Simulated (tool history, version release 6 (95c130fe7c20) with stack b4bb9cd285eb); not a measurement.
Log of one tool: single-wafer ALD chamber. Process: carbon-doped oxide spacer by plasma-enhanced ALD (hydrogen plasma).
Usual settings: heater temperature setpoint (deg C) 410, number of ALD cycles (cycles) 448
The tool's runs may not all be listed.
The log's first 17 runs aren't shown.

run	hour	heater temperature setpoint (deg C)	number of ALD cycles (cycles)	wafers since the last listed run	hours since the last thermocouple change	hours since the gauge calibration	read-back reference wafer on the same gauge, thickness_nm	mean film thickness on the monitor wafer (angstrom)
18	428.9	410	448	19	79.8	824.3	16.698	209.43
# hour 450.4: gauge calibrated
19	456.4	416	492	27	107.3	6	16.732	224.99
20	485.8	410	448	29	136.7	35.4	16.677	208.41
21	514.8	410	448	29	165.7	64.4	16.7	208.38
22	540.6	423	485	26	191.5	90.2	16.693	216.42
23	564.2	410	362	23	215.1	113.8	16.691	169.04
24	577.2	410	448	13	228.1	126.8	16.701	208.33
25	603.2	396	448	26	254.1	152.8	16.71	214.74
26	638.9	401	448	36	289.8	188.5	16.677	214.3
27	672.3	424	420	33	323.2	221.9	16.693	185.24
28	694	421	397	21	344.9	243.6	16.694	179.18
29	721.8	422	448	28	372.7	271.4	16.693	202.26
30	756.6	410	484	35	407.5	306.2	16.749	225.8
31	770.8	410	448	14	421.7	320.4	16.717	208.62
32	788.3	402	483	17	439.2	337.9	16.665	231.36
33	818	410	517	30	468.9	367.6	16.675	240.02
34	845.2	410	448	27	496.1	394.8	16.681	208.84
35	869.7	414	493	24	520.6	419.3	16.686	226.2
36	905.5	410	448	36	556.4	455.1	16.703	209.01
37	937	396	405	31	587.9	486.6	16.687	193.69
38	969.9	410	448	33	620.8	519.5	16.701	208.26
39	990.1	403	507	20	641	539.7	16.708	239.89
40	1021.2	410	448	31	672.1	570.8	16.68	207.12

Forecast each of these 3 alternatives for the next run:
A	1022.3	410	421	1	673.2	571.9	?	?
B	1022.3	410	374	1	673.2	571.9	?	?
C	1022.3	398	513	1	673.2	571.9	?	?

run	read-back reference wafer on the same gauge, thickness_nm	mean film thickness on the monitor wafer (angstrom)
A	16.689	196.75
B	16.689	174.79
C	16.689	247.16
Without the tool's hidden state the same runs would have given:
run	mean film thickness on the monitor wafer (angstrom)
A	196.75
B	174.79
C	247.16

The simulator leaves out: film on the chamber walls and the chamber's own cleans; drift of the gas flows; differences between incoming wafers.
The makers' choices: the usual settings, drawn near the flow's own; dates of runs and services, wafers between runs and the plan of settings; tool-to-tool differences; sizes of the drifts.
